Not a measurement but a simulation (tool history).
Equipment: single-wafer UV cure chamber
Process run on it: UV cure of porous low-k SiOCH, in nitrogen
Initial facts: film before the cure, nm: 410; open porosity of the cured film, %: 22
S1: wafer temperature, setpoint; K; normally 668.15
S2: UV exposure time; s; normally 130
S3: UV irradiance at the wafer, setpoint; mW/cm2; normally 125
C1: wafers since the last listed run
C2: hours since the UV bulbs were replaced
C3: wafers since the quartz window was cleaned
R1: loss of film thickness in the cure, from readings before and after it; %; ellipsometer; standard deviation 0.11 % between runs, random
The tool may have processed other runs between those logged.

{"run": 1, "day": 0.0, "S1": 668.15, "S2": 130, "S3": 125, "C1": 0, "C2": 1412.9, "C3": 2476, "R1": 9.975}
{"run": 2, "day": 1.171, "S1": 668.15, "S2": 130, "S3": 125, "C1": 186, "C2": 1441.0, "C3": 2663, "R1": 9.819}
{"run": 3, "day": 1.825, "S1": 668.15, "S2": 130, "S3": 125, "C1": 104, "C2": 1456.7, "C3": 2767, "R1": 10.07}
{"run": 4, "day": 2.667, "S1": 668.15, "S2": 130, "S3": 125, "C1": 133, "C2": 1476.9, "C3": 2900, "R1": 10.005}
{"run": 5, "day": 3.408, "S1": 668.15, "S2": 130, "S3": 125, "C1": 117, "C2": 1494.7, "C3": 3018, "R1": 10.028}
{"run": 6, "day": 4.0, "S1": 668.15, "S2": 130, "S3": 156, "C1": 94, "C2": 1508.9, "C3": 3112, "R1": 11.044}
{"run": 7, "day": 4.904, "S1": 668.15, "S2": 130, "S3": 156, "C1": 143, "C2": 1530.6, "C3": 3256, "R1": 11.076}
{"run": 8, "day": 5.862, "S1": 668.15, "S2": 130, "S3": 156, "C1": 152, "C2": 1553.6, "C3": 3409, "R1": 11.075}
{"run": 9, "day": 7.358, "S1": 668.15, "S2": 130, "S3": 125, "C1": 237, "C2": 1589.5, "C3": 3646, "R1": 10.014}
{"run": 10, "day": 8.442, "S1": 668.15, "S2": 130, "S3": 125, "C1": 172, "C2": 1615.5, "C3": 3819, "R1": 9.894}
{"run": 11, "day": 9.825, "S1": 668.15, "S2": 130, "S3": 125, "C1": 219, "C2": 1648.7, "C3": 4039, "R1": 10.244}
{"run": 12, "day": 11.633, "S1": 668.15, "S2": 110, "S3": 125, "C1": 287, "C2": 1692.1, "C3": 4326, "R1": 9.337}
{"run": 13, "day": 12.683, "S1": 668.15, "S2": 110, "S3": 125, "C1": 166, "C2": 1717.3, "C3": 4493, "R1": 9.341}
{"run": 14, "day": 13.496, "S1": 668.15, "S2": 110, "S3": 125, "C1": 129, "C2": 1736.8, "C3": 4622, "R1": 9.3}
{"run": 15, "day": 14.483, "S1": 654.15, "S2": 130, "S3": 106, "C1": 157, "C2": 1760.5, "C3": 4779, "R1": 9.057}
{"run": 16, "day": 15.158, "S1": 668.15, "S2": 130, "S3": 125, "C1": 107, "C2": 1776.7, "C3": 4887, "R1": 10.273}
{"day": 15.821, "done": "quartz window cleaned"}
{"run": 17, "day": 16.042, "S1": 668.15, "S2": 130, "S3": 125, "C1": 87, "C2": 1797.9, "C3": 34, "R1": 10.132}
{"run": 18, "day": 17.208, "S1": 652.15, "S2": 205, "S3": 125, "C1": 185, "C2": 1825.9, "C3": 220, "R1": 11.652}
{"run": 19, "day": 17.721, "S1": 686.15, "S2": 130, "S3": 151, "C1": 81, "C2": 1838.2, "C3": 301, "R1": 11.032}
{"run": 20, "day": 18.538, "S1": 668.15, "S2": 130, "S3": 157, "C1": 129, "C2": 1857.8, "C3": 431, "R1": 11.355}
{"run": 21, "day": 19.921, "S1": 668.15, "S2": 130, "S3": 94, "C1": 219, "C2": 1891.0, "C3": 651, "R1": 8.757}
{"run": 22, "day": 20.462, "S1": 662.15, "S2": 190, "S3": 158, "C1": 86, "C2": 1904.0, "C3": 737, "R1": 12.886}
{"run": 23, "day": 21.267, "S1": 654.15, "S2": 200, "S3": 92, "C1": 127, "C2": 1923.3, "C3": 865, "R1": 10.444}
{"run": 24, "day": 21.904, "S1": 661.15, "S2": 130, "S3": 125, "C1": 101, "C2": 1938.6, "C3": 967, "R1": 10.092}
{"run": 25, "day": 22.638, "S1": 663.15, "S2": 50, "S3": 125, "C1": 116, "C2": 1956.2, "C3": 1083, "R1": 6.005}
{"day": 25.612, "done": "UV bulbs replaced"}
{"run": 26, "day": 26.783, "S1": 683.15, "S2": 60, "S3": 98, "C1": 606, "C2": 28.1, "C3": 1689, "R1": 6.078}
{"run": 27, "day": 27.65, "S1": 668.15, "S2": 130, "S3": 125, "C1": 137, "C2": 48.9, "C3": 1827, "R1": 10.201}
{"run": 28, "day": 28.412, "S1": 655.15, "S2": 105, "S3": 153, "C1": 121, "C2": 67.2, "C3": 1948, "R1": 9.972}
{"run": 29, "day": 29.342, "S1": 668.15, "S2": 130, "S3": 125, "C1": 147, "C2": 89.5, "C3": 2096, "R1": 10.066}
{"run": 30, "day": 30.421, "S1": 668.15, "S2": 130, "S3": 125, "C1": 171, "C2": 115.4, "C3": 2268, "R1": 10.107}
{"run": 31, "day": 31.517, "S1": 663.15, "S2": 90, "S3": 138, "C1": 174, "C2": 141.7, "C3": 2442, "R1": 8.829}
{"run": 32, "day": 32.962, "S1": 650.15, "S2": 160, "S3": 96, "C1": 229, "C2": 176.4, "C3": 2672, "R1": 9.608}
{"run": 33, "day": 33.583, "S1": 650.15, "S2": 60, "S3": 161, "C1": 98, "C2": 191.3, "C3": 2771, "R1": 7.605}
{"run": 34, "day": 34.342, "S1": 668.15, "S2": 165, "S3": 125, "C1": 120, "C2": 209.5, "C3": 2891, "R1": 11.211}
{"run": 35, "day": 35.475, "S1": 668.15, "S2": 130, "S3": 125, "C1": 180, "C2": 236.7, "C3": 3071, "R1": 10.213}

Hidden state, per run?
lamp output below its setpoint, %: 0, the same for each run
transmission lost against a clean window, %: 0, the same for each run
